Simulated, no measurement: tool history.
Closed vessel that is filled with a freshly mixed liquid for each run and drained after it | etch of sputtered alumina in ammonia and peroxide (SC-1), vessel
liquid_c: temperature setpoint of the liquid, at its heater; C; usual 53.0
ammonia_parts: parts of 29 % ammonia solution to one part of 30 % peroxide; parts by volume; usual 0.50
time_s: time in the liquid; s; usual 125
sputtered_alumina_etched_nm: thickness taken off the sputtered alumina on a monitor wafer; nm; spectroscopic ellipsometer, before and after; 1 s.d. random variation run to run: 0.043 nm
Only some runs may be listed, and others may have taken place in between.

run,day,liquid_c,ammonia_parts,time_s,wafers since the last listed run,hours since the thermometer was replaced,hours since the ammonia flow meter was replaced,hours since the drum of ammonia solution was connected,hours since the gauge calibration,"read-back film thickness of the sputtered alumina reference wafer, read on the same gauge (nm)",sputtered_alumina_etched_nm
1,0.000,53.0,0.50,125,0,2302.4,748.7,30.1,349.3,119.99,8.61
2,2.025,53.0,0.50,125,4660,2351.0,797.3,78.7,397.9,120.02,8.72
3,3.088,53.0,0.50,125,2445,2376.5,822.8,104.2,423.4,120.00,8.70
4,5.004,53.0,0.50,125,4411,2422.5,868.8,150.2,469.4,120.04,8.72
5,7.321,53.0,0.50,125,5332,2478.1,924.4,205.8,525.0,120.01,8.63
# day 9.421: gauge calibrated
6,9.517,53.0,0.50,125,5053,2530.8,977.1,258.5,2.3,119.97,8.65
7,12.312,53.0,0.50,125,6434,2597.9,1044.2,325.6,69.4,120.01,8.70
# day 12.712: thermometer replaced
8,14.525,53.0,0.30,125,4996,43.5,1097.3,378.7,122.5,120.00,8.25
9,16.679,53.0,0.30,125,4958,95.2,1149.0,430.4,174.2,119.99,8.33
10,17.792,53.0,0.50,125,2560,121.9,1175.7,457.1,200.9,119.99,8.68
# day 19.192: ammonia flow meter replaced
11,20.150,47.5,0.75,150,5332,178.5,23.0,513.7,257.5,120.00,8.03
# day 22.008: new drum of ammonia solution connected
12,22.267,62.0,0.65,95,4775,229.3,73.8,6.2,308.3,120.04,10.81
13,23.292,63.0,0.70,105,2359,253.9,98.4,30.8,332.9,120.01,12.63
14,25.279,48.0,0.50,170,4574,301.6,146.1,78.5,380.6,120.00,9.00
15,27.292,47.5,0.50,155,4631,349.9,194.4,126.8,428.9,119.98,7.94
16,29.200,53.0,0.50,125,4392,395.7,240.2,172.6,474.7,119.99,8.66
17,30.538,47.0,0.50,75,3078,427.8,272.3,204.7,506.8,119.99,3.76
# day 30.604: gauge calibrated
18,32.746,53.0,0.50,95,5082,480.8,325.3,257.7,51.4,119.99,6.63
19,34.038,53.0,0.35,125,2972,511.8,356.3,288.7,82.4,120.02,8.33
20,36.121,58.0,0.70,55,4795,561.8,406.3,338.7,132.4,119.97,5.10
21,38.967,58.0,0.70,55,6549,630.1,474.6,407.0,200.7,120.00,5.15

Branching from run 21: 3 alternative next runs. What would each branch give?
A,38.996,53.0,0.50,125,67,630.8,475.3,407.7,201.4,?,?
B,38.996,58.0,0.50,50,67,630.8,475.3,407.7,201.4,?,?
C,38.996,53.0,0.30,55,67,630.8,475.3,407.7,201.4,?,?

run,"read-back film thickness of the sputtered alumina reference wafer, read on the same gauge (nm)",sputtered_alumina_etched_nm
A,120.02,8.66
B,120.02,4.51
C,120.02,3.63
Stripped of hidden state, with their random variation kept, the same runs would have yielded:
run,sputtered_alumina_etched_nm
A,8.66
B,4.51
C,3.63

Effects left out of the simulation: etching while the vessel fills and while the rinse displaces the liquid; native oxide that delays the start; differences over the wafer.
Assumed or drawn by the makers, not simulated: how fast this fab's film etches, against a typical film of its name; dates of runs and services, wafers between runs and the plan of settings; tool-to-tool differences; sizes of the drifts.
